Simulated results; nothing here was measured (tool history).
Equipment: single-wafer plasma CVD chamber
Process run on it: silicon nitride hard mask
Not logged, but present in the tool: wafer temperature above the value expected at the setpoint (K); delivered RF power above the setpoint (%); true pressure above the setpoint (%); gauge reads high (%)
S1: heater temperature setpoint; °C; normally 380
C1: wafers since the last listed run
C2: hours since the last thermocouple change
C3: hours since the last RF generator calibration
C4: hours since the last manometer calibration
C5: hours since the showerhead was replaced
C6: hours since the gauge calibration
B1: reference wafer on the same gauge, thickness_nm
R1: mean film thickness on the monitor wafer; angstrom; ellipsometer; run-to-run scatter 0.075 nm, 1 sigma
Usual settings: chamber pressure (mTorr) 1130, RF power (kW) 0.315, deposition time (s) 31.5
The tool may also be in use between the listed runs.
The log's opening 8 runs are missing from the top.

run 9 hour=87.5 | S1=380 chamber_pressure_(mTorr)=1130 RF_power_(kW)=0.315 deposition_time_(s)=31.5 | C1=304 C2=1081.6 C3=1095.1 C4=1348.8 C5=5858.9 C6=517.8 | B1=39.874 | R1=334.51
run 10 hour=97.2 | S1=380 chamber_pressure_(mTorr)=1130 RF_power_(kW)=0.315 deposition_time_(s)=31.5 | C1=256 C2=1091.3 C3=1104.8 C4=1358.5 C5=5868.6 C6=527.5 | B1=39.943 | R1=334.19
run 11 hour=107.8 | S1=380 chamber_pressure_(mTorr)=980 RF_power_(kW)=0.315 deposition_time_(s)=26.5 | C1=280 C2=1101.9 C3=1115.4 C4=1369.1 C5=5879.2 C6=538.1 | B1=39.895 | R1=271.91
run 12 hour=144.3 | S1=380 chamber_pressure_(mTorr)=1390 RF_power_(kW)=0.315 deposition_time_(s)=31.5 | C1=966 C2=1138.4 C3=1151.9 C4=1405.6 C5=5915.7 C6=574.6 | B1=39.882 | R1=350.89
-- hour=146.5 gauge calibrated
run 13 hour=156.5 | S1=370 chamber_pressure_(mTorr)=1130 RF_power_(kW)=0.28 deposition_time_(s)=34.3 | C1=322 C2=1150.6 C3=1164.1 C4=1417.8 C5=5927.9 C6=10 | B1=39.93 | R1=341.6
-- hour=164.9 capacitance manometer re-zeroed and calibrated
-- hour=166.7 thermocouple changed; heater temperature recalibrated
-- hour=172.9 showerhead replaced
run 14 hour=173.4 | S1=380 chamber_pressure_(mTorr)=1200 RF_power_(kW)=0.25 deposition_time_(s)=36.2 | C1=24 C2=6.7 C3=1181 C4=8.5 C5=0.5 C6=26.9 | B1=39.911 | R1=342.7
run 15 hour=208.9 | S1=394 chamber_pressure_(mTorr)=1130 RF_power_(kW)=0.315 deposition_time_(s)=31.5 | C1=939 C2=42.2 C3=1216.5 C4=44 C5=36 C6=62.4 | B1=39.879 | R1=331.48
run 16 hour=225.1 | S1=386 chamber_pressure_(mTorr)=860 RF_power_(kW)=0.33 deposition_time_(s)=35.2 | C1=428 C2=58.4 C3=1232.7 C4=60.2 C5=52.2 C6=78.6 | B1=39.91 | R1=355.98
run 17 hour=236.6 | S1=391 chamber_pressure_(mTorr)=1370 RF_power_(kW)=0.315 deposition_time_(s)=36.6 | C1=304 C2=69.9 C3=1244.2 C4=71.7 C5=63.7 C6=90.1 | B1=39.921 | R1=402.32
run 18 hour=244.3 | S1=380 chamber_pressure_(mTorr)=1130 RF_power_(kW)=0.34 deposition_time_(s)=31.5 | C1=203 C2=77.6 C3=1251.9 C4=79.4 C5=71.4 C6=97.8 | B1=39.898 | R1=346.15
run 19 hour=251.6 | S1=380 chamber_pressure_(mTorr)=1410 RF_power_(kW)=0.315 deposition_time_(s)=31.5 | C1=193 C2=84.9 C3=1259.2 C4=86.7 C5=78.7 C6=105.1 | B1=39.869 | R1=350.13
run 20 hour=267.5 | S1=380 chamber_pressure_(mTorr)=860 RF_power_(kW)=0.315 deposition_time_(s)=31.5 | C1=420 C2=100.8 C3=1275.1 C4=102.6 C5=94.6 C6=121 | B1=39.932 | R1=310.89
-- hour=284.9 RF generator calibrated
run 21 hour=285.4 | S1=380 chamber_pressure_(mTorr)=1130 RF_power_(kW)=0.315 deposition_time_(s)=31.5 | C1=262 C2=118.7 C3=0.5 C4=120.5 C5=112.5 C6=138.9 | B1=39.883 | R1=343.46
run 22 hour=298.1 | S1=380 chamber_pressure_(mTorr)=1130 RF_power_(kW)=0.315 deposition_time_(s)=31.5 | C1=336 C2=131.4 C3=13.2 C4=133.2 C5=125.2 C6=151.6 | B1=39.878 | R1=345.12
run 23 hour=305.5 | S1=380 chamber_pressure_(mTorr)=1130 RF_power_(kW)=0.315 deposition_time_(s)=31.5 | C1=195 C2=138.8 C3=20.6 C4=140.6 C5=132.6 C6=159 | B1=39.924 | R1=344.34
run 24 hour=316 | S1=384 chamber_pressure_(mTorr)=930 RF_power_(kW)=0.27 deposition_time_(s)=31.5 | C1=277 C2=149.3 C3=31.1 C4=151.1 C5=143.1 C6=169.5 | B1=39.882 | R1=303.7
run 25 hour=332.5 | S1=380 chamber_pressure_(mTorr)=1130 RF_power_(kW)=0.285 deposition_time_(s)=31.5 | C1=436 C2=165.8 C3=47.6 C4=167.6 C5=159.6 C6=186 | B1=39.888 | R1=325.48
run 26 hour=346.1 | S1=390 chamber_pressure_(mTorr)=1130 RF_power_(kW)=0.315 deposition_time_(s)=31.5 | C1=360 C2=179.4 C3=61.2 C4=181.2 C5=173.2 C6=199.6 | B1=39.918 | R1=344.59
run 27 hour=354.6 | S1=392 chamber_pressure_(mTorr)=1260 RF_power_(kW)=0.345 deposition_time_(s)=35.1 | C1=225 C2=187.9 C3=69.7 C4=189.7 C5=181.7 C6=208.1 | B1=39.881 | R1=411.01
run 28 hour=363.5 | S1=389 chamber_pressure_(mTorr)=1330 RF_power_(kW)=0.315 deposition_time_(s)=33.9 | C1=235 C2=196.8 C3=78.6 C4=198.6 C5=190.6 C6=217 | B1=39.897 | R1=382.85
run 29 hour=381.1 | S1=380 chamber_pressure_(mTorr)=1130 RF_power_(kW)=0.315 deposition_time_(s)=31.5 | C1=465 C2=214.4 C3=96.2 C4=216.2 C5=208.2 C6=234.6 | B1=39.922 | R1=344.82
run 30 hour=395.4 | S1=380 chamber_pressure_(mTorr)=1040 RF_power_(kW)=0.315 deposition_time_(s)=31.5 | C1=378 C2=228.7 C3=110.5 C4=230.5 C5=222.5 C6=248.9 | B1=39.884 | R1=338.44

Branching from run 30: 3 alternative next runs. What would each branch give?
run A hour=395.8 | S1=388 chamber_pressure_(mTorr)=1130 RF_power_(kW)=0.315 deposition_time_(s)=31.5 | C1=10 C2=229.1 C3=110.9 C4=230.9 C5=222.9 C6=249.3 | B1=? | R1=?
run B hour=395.8 | S1=367 chamber_pressure_(mTorr)=1270 RF_power_(kW)=0.315 deposition_time_(s)=31.5 | C1=10 C2=229.1 C3=110.9 C4=230.9 C5=222.9 C6=249.3 | B1=? | R1=?
run C hour=395.8 | S1=380 chamber_pressure_(mTorr)=1130 RF_power_(kW)=0.315 deposition_time_(s)=29.7 | C1=10 C2=229.1 C3=110.9 C4=230.9 C5=222.9 C6=249.3 | B1=? | R1=?

run=A B1=39.911 R1=343.05
run=B B1=39.911 R1=355.08
run=C B1=39.911 R1=324.44
Without the tool's unlogged condition, the same runs would have read:
run=A R1=344.9
run=B R1=356.99
run=C R1=326.19
